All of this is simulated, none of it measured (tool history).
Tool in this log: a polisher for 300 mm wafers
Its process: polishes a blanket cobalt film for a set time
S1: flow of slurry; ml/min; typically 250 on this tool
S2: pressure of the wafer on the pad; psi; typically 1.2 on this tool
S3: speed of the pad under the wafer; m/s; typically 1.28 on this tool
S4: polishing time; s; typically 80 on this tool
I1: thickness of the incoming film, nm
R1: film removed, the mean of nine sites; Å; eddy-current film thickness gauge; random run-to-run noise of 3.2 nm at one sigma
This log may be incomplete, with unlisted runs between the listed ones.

Run 1, day 0: usual settings but S3 1.56 m/s, S4 89 s; I1 1280.1. Result: R1 4926 Å.
Run 2, day 1.667: usual settings but S3 1.56 m/s, S4 89 s; I1 1260.3. Result: R1 4829 Å.
Run 3, day 2.412: usual settings but S4 71 s; I1 1244.6. Result: R1 3160 Å.
Run 4, day 2.729: usual settings but S2 0.9 psi; I1 1243.3. Result: R1 2639 Å.
At day 3.3: worn pad replaced by a new one.
Run 5, day 4.371: usual settings but S2 0.9 psi; I1 1250.8. Result: R1 2819 Å.
Run 6, day 4.662: usual settings but S2 0.9 psi; I1 1239.7. Result: R1 2802 Å.
Run 7, day 5.204: usual settings but S1 275 ml/min; I1 1267.8. Result: R1 3741 Å.
Run 8, day 5.683: usual settings but S1 275 ml/min; I1 1254.4. Result: R1 3739 Å.
Run 9, day 6.258: usual settings but S1 275 ml/min; I1 1258.5. Result: R1 3748 Å.
Run 10, day 6.8: usual settings; I1 1270.9. Result: R1 3645 Å.
Run 11, day 7.179: usual settings; I1 1260.6. Result: R1 3682 Å.
Run 12, day 7.683: usual settings; I1 1257.4. Result: R1 3689 Å.
Run 13, day 9.096: usual settings; I1 1257.7. Result: R1 3634 Å.
Run 14, day 9.688: usual settings; I1 1258.1. Result: R1 3582 Å.
At day 10.225: worn pad replaced by a new one.
Run 15, day 10.246: usual settings but S3 1.16 m/s; I1 1238.5. Result: R1 3396 Å.
At day 10.338: slurry nozzle cleaned.
Run 16, day 10.871: usual settings but S3 1.16 m/s; I1 1240.5. Result: R1 3340 Å.
Run 17, day 11.483: usual settings but S1 210 ml/min, S3 0.98 m/s, S4 67 s; I1 1242.5. Result: R1 2315 Å.
Run 18, day 12.004: usual settings but S2 1.5 psi, S3 1.7 m/s; I1 1246.7. Result: R1 6108 Å.
Run 19, day 12.667: usual settings but S1 310 ml/min, S2 1 psi, S3 0.98 m/s, S4 107 s; I1 1281.9. Result: R1 3203 Å.
Run 20, day 13.067: usual settings but S2 1.5 psi, S3 1.7 m/s; I1 1255.2. Result: R1 6087 Å.
Run 21, day 13.508: usual settings but S3 1.16 m/s; I1 1257.8. Result: R1 3356 Å.
Run 22, day 13.883: usual settings but S1 310 ml/min, S2 1 psi, S3 0.98 m/s, S4 107 s; I1 1248.1. Result: R1 3201 Å.
Run 23, day 14.242: usual settings but S1 165 ml/min, S2 1.6 psi; I1 1253.4. Result: R1 4751 Å.
Run 24, day 14.525: usual settings but S1 310 ml/min, S4 99 s; I1 1267.7. Result: R1 4592 Å.
Run 25, day 15.038: usual settings but S1 200 ml/min, S2 1.1 psi, S3 1.68 m/s; I1 1278.1. Result: R1 4297 Å.
Run 26, day 15.783: usual settings but S3 0.96 m/s, S4 54 s; I1 1252.2. Result: R1 1806 Å.
Run 27, day 16.521: usual settings but S2 1.6 psi, S3 0.94 m/s; I1 1245.6. Result: R1 3538 Å.
Run 28, day 17.092: usual settings but S1 160 ml/min, S4 103 s; I1 1248.8. Result: R1 4415 Å.
Run 29, day 17.667: usual settings; I1 1260.6. Result: R1 3577 Å.
At day 17.967: worn pad replaced by a new one.
Run 30, day 17.983: usual settings but S1 290 ml/min, S2 1 psi, S4 90 s; I1 1251.7. Result: R1 3500 Å.
At day 18.296: head pressure recalibrated.
Run 31, day 18.525: usual settings but S3 1.68 m/s; I1 1248. Result: R1 4824 Å.
Run 32, day 20.304: usual settings but S2 1.4 psi, S3 1.46 m/s, S4 56 s; I1 1276.6. Result: R1 3452 Å.
Run 33, day 20.679: usual settings; I1 1266. Result: R1 3691 Å.
Run 34, day 22.125: usual settings but S4 92 s; I1 1275.9. Result: R1 4192 Å.
Run 35, day 22.542: usual settings but S1 330 ml/min; I1 1241.1. Result: R1 3694 Å.
Run 36, day 23.196: usual settings but S3 1.66 m/s; I1 1249. Result: R1 4684 Å.
Run 37, day 23.642: usual settings but S2 1.4 psi; I1 1266.5. Result: R1 4186 Å.
Run 38, day 24.383: usual settings; I1 1241.4. Result: R1 3542 Å.

For each run, what was the tool's unlogged condition?
slurry flow missing at the pad, %: 0 at every run
deviation of the head's pressure from its setpoint, %: 0 at every run
H1: removal rate lost through wear of the pad, %
run     H1
  1   2.82
  2   4.24
  3   5.03
  4   5.39
  5  0.325
  6  0.386
  7  0.539
  8  0.717
  9  0.982
 10   1.28
 11   1.53
 12   1.89
 13   3.13
 14   3.75
 15  0.546
 16  0.581
 17  0.682
 18  0.819
 19   1.06
 20   1.24
 21   1.48
 22    1.7
 23   1.94
 24   2.14
 25   2.55
 26   3.21
 27   3.97
 28   4.62
 29   5.33
 30  0.791
 31  0.818
 32   1.26
 33   1.43
 34   2.29
 35    2.6
 36   3.15
 37   3.57
 38   4.35

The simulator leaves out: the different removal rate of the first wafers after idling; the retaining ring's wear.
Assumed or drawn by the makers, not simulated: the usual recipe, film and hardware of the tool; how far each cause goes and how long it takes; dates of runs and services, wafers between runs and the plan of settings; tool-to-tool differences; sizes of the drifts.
